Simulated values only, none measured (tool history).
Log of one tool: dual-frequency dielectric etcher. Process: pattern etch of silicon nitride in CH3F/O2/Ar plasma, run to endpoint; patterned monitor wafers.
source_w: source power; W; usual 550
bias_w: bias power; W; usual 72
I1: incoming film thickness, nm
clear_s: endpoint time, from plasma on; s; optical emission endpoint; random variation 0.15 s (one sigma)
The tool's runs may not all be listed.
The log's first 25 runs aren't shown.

{"run": 26, "day": 13.217, "source_w": 470, "bias_w": 55, "I1": 37.12, "clear_s": 48.8}
{"run": 27, "day": 13.571, "source_w": 550, "bias_w": 59, "I1": 37.47, "clear_s": 46.1}
{"run": 28, "day": 13.9, "source_w": 550, "bias_w": 58, "I1": 37.91, "clear_s": 46.7}
{"run": 29, "day": 14.379, "source_w": 430, "bias_w": 61, "I1": 37.37, "clear_s": 49.1}
{"run": 30, "day": 15.062, "source_w": 650, "bias_w": 60, "I1": 37.54, "clear_s": 43.7}
{"run": 31, "day": 15.392, "source_w": 420, "bias_w": 64, "I1": 37.54, "clear_s": 48.8}
{"run": 32, "day": 15.679, "source_w": 550, "bias_w": 64, "I1": 37.11, "clear_s": 44.7}
{"run": 33, "day": 16.217, "source_w": 450, "bias_w": 89, "I1": 36.92, "clear_s": 41.6}
{"run": 34, "day": 17.721, "source_w": 630, "bias_w": 77, "I1": 37.01, "clear_s": 40}
{"run": 35, "day": 18.079, "source_w": 550, "bias_w": 72, "I1": 37.64, "clear_s": 43.6}
{"run": 36, "day": 18.429, "source_w": 550, "bias_w": 72, "I1": 37.44, "clear_s": 43.2}

3 ways to go on from here, each from the tool as it stands after run 36. What would each give?
{"run": "A", "day": 18.446, "source_w": 550, "bias_w": 72, "I1": 37.17, "clear_s": "?"}
{"run": "B", "day": 18.446, "source_w": 670, "bias_w": 72, "I1": 37.17, "clear_s": "?"}
{"run": "C", "day": 18.446, "source_w": 620, "bias_w": 54, "I1": 37.17, "clear_s": "?"}

run=A clear_s=42.8
run=B clear_s=40.3
run=C clear_s=45.6
Without the tool's hidden state the same runs would have given:
run=A clear_s=42.1
run=B clear_s=39.7
run=C clear_s=44.8
